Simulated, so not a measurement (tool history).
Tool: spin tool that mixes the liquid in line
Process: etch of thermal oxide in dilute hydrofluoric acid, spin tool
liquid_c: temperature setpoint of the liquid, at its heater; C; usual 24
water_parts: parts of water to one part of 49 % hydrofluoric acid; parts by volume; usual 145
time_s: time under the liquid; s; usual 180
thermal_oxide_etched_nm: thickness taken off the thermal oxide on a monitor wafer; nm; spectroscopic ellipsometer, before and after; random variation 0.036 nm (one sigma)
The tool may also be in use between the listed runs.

run	hour	liquid_c	water_parts	time_s	read-back film thickness of the thermal oxide reference wafer, read on the same gauge (nm)	thermal_oxide_etched_nm
1	0	20.5	145	180	101.36	4.98
2	40.5	20.5	145	180	101.51	4.99
3	91.4	21	180	180	101.72	3.9
4	159	24	145	180	101.95	5.7
5	223.4	24	145	180	102.22	5.76
6	273.9	24	145	180	102.36	5.75
7	342.4	24	145	180	102.64	5.77
8	377	24	145	140	102.75	4.48
9	448.3	27.5	145	180	103	6.53
10	480.6	27.5	145	180	103.15	6.57
# hour 514.9: gauge calibrated
11	527.8	24	145	180	99.73	5.64
12	620.3	24	145	180	100.05	5.55
# hour 632.5: hydrofluoric acid flow meter replaced
13	692.1	20.5	145	180	100.38	4.93
14	757.2	20.5	165	180	100.61	4.25
15	801.1	24	105	255	100.7	11.64
16	871.9	24	145	180	101.03	5.65
17	930.4	24	95	245	101.22	12.52
18	963.1	21.5	210	95	101.35	1.78
19	1016.2	22	90	260	101.48	13.03
20	1045.8	24	145	285	101.62	9.05
# hour 1057.9: thermometer replaced
21	1158.8	24	145	180	102.07	5.76
22	1222.2	20.5	115	245	102.33	8.83
23	1254.9	24	145	240	102.41	7.68
24	1300.1	24	145	180	102.59	5.71
25	1333.7	26	180	115	102.72	3.08

Forecast each of these 3 alternatives for the next run:
A	1334.2	24	85	180	?	?
B	1334.2	22	185	180	?	?
C	1334.2	20	115	150	?	?

run	read-back film thickness of the thermal oxide reference wafer, read on the same gauge (nm)	thermal_oxide_etched_nm
A	102.67	10.55
B	102.67	4
C	102.67	5.34
Without the tool's hidden state the same runs would have given:
run	thermal_oxide_etched_nm
A	10.27
B	3.89
C	5.2

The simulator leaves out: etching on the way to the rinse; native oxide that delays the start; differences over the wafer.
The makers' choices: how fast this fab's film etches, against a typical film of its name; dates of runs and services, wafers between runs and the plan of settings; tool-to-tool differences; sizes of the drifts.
